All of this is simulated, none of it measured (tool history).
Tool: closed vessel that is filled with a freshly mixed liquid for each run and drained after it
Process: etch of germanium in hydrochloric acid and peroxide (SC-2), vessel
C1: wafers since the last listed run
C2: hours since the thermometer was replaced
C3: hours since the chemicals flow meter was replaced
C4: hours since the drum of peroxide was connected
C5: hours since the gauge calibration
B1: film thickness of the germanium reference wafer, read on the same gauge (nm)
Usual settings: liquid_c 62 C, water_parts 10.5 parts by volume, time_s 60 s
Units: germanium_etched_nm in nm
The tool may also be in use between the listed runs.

Run 1, day 0: usual settings but liquid_c 58 C; C1 0; C2 1373.2; C3 684.2; C4 431.1; C5 324.6; B1 59.99. Result: germanium_etched_nm 258.6 nm.
At day 1.921: chemicals flow meter replaced.
Run 2, day 2.042: usual settings but time_s 50 s; C1 6645; C2 1422.2; C3 2.9; C4 480.1; C5 373.6; B1 60.01. Result: germanium_etched_nm 243.08 nm.
Run 3, day 4.962: usual settings but time_s 50 s; C1 9704; C2 1492.3; C3 73; C4 550.2; C5 443.7; B1 60.01. Result: germanium_etched_nm 242.37 nm.
At day 5.554: gauge calibrated.
Run 4, day 7.954: usual settings but time_s 50 s; C1 9940; C2 1564.1; C3 144.8; C4 622; C5 57.6; B1 60.01. Result: germanium_etched_nm 243.68 nm.
Run 5, day 9.596: usual settings; C1 5454; C2 1603.5; C3 184.2; C4 661.4; C5 97; B1 60. Result: germanium_etched_nm 294.8 nm.
Run 6, day 12.296: usual settings; C1 8970; C2 1668.3; C3 249; C4 726.2; C5 161.8; B1 60. Result: germanium_etched_nm 294.25 nm.
Run 7, day 13.479: usual settings; C1 3931; C2 1696.7; C3 277.4; C4 754.6; C5 190.2; B1 60.01. Result: germanium_etched_nm 293.56 nm.
Run 8, day 16.062: usual settings; C1 8583; C2 1758.7; C3 339.4; C4 816.6; C5 252.2; B1 60. Result: germanium_etched_nm 295.83 nm.
Run 9, day 18.754: usual settings; C1 8943; C2 1823.3; C3 404; C4 881.2; C5 316.8; B1 60.01. Result: germanium_etched_nm 298.48 nm.
Run 10, day 20.838: usual settings; C1 6922; C2 1873.3; C3 454; C4 931.2; C5 366.8; B1 60. Result: germanium_etched_nm 296.84 nm.
At day 21.796: new drum of peroxide connected.
Run 11, day 23.012: usual settings but time_s 45 s; C1 7088; C2 1925.5; C3 506.2; C4 29.2; C5 419; B1 60.01. Result: germanium_etched_nm 222.46 nm.
Run 12, day 25.075: usual settings; C1 6852; C2 1975; C3 555.7; C4 78.7; C5 468.5; B1 60.01. Result: germanium_etched_nm 296.45 nm.
Run 13, day 26.242: usual settings; C1 3876; C2 2003; C3 583.7; C4 106.7; C5 496.5; B1 60.01. Result: germanium_etched_nm 296.63 nm.
At day 26.992: thermometer replaced.
Run 14, day 28.062: usual settings but liquid_c 70 C, time_s 50 s; C1 5911; C2 25.7; C3 627.4; C4 150.4; C5 540.2; B1 60. Result: germanium_etched_nm 289.99 nm.
At day 28.388: gauge calibrated.
At day 30.192: chemicals flow meter replaced.
Run 15, day 30.612: usual settings but liquid_c 56.5 C, water_parts 15 parts by volume; C1 8334; C2 86.9; C3 10.1; C4 211.6; C5 53.4; B1 60.01. Result: germanium_etched_nm 228.73 nm.
Run 16, day 33.288: usual settings but water_parts 7.5 parts by volume; C1 8887; C2 151.1; C3 74.3; C4 275.8; C5 117.6; B1 60. Result: germanium_etched_nm 287.68 nm.
Run 17, day 35.308: usual settings but liquid_c 71.5 C, water_parts 7.5 parts by volume; C1 6714; C2 199.6; C3 122.8; C4 324.3; C5 166.1; B1 59.98. Result: germanium_etched_nm 379.55 nm.
Run 18, day 37.817: usual settings but water_parts 9 parts by volume; C1 8334; C2 259.8; C3 183; C4 384.5; C5 226.3; B1 60. Result: germanium_etched_nm 283.79 nm.
Run 19, day 40.021: usual settings but liquid_c 57 C, water_parts 14.5 parts by volume, time_s 75 s; C1 7323; C2 312.7; C3 235.9; C4 437.4; C5 279.2; B1 60. Result: germanium_etched_nm 291.66 nm.

Hidden state at the last listed run before each entry between runs and at the first one after, where it differs:
Between runs 1 and 2: chemicals flow meter replaced (day 1.921)
  liquid hotter than its thermometer reads (K): 1.55 -> 1.61
  measured less the result without the state, germanium_etched_nm: +11.58 -> +11.01 nm
Between runs 3 and 4: gauge calibrated (day 5.554)
  liquid hotter than its thermometer reads (K): 1.68 -> 1.76
  measured less the result without the state, germanium_etched_nm: +11.44 -> +12.03 nm
Between runs 10 and 11: new drum of peroxide connected (day 21.796)
  liquid hotter than its thermometer reads (K): 2.09 -> 2.15
  measured less the result without the state, germanium_etched_nm: +17.29 -> +13.32 nm
Between runs 13 and 14: thermometer replaced (day 26.992)
  liquid hotter than its thermometer reads (K): 2.23 -> 0.0919
  measured less the result without the state, germanium_etched_nm: +18.4 -> +0.71 nm
Between runs 14 and 15: gauge calibrated (day 28.388); chemicals flow meter replaced (day 30.192)
  liquid hotter than its thermometer reads (K): 0.0919 -> 0.158
  measured less the result without the state, germanium_etched_nm: +0.71 -> +1.07 nm

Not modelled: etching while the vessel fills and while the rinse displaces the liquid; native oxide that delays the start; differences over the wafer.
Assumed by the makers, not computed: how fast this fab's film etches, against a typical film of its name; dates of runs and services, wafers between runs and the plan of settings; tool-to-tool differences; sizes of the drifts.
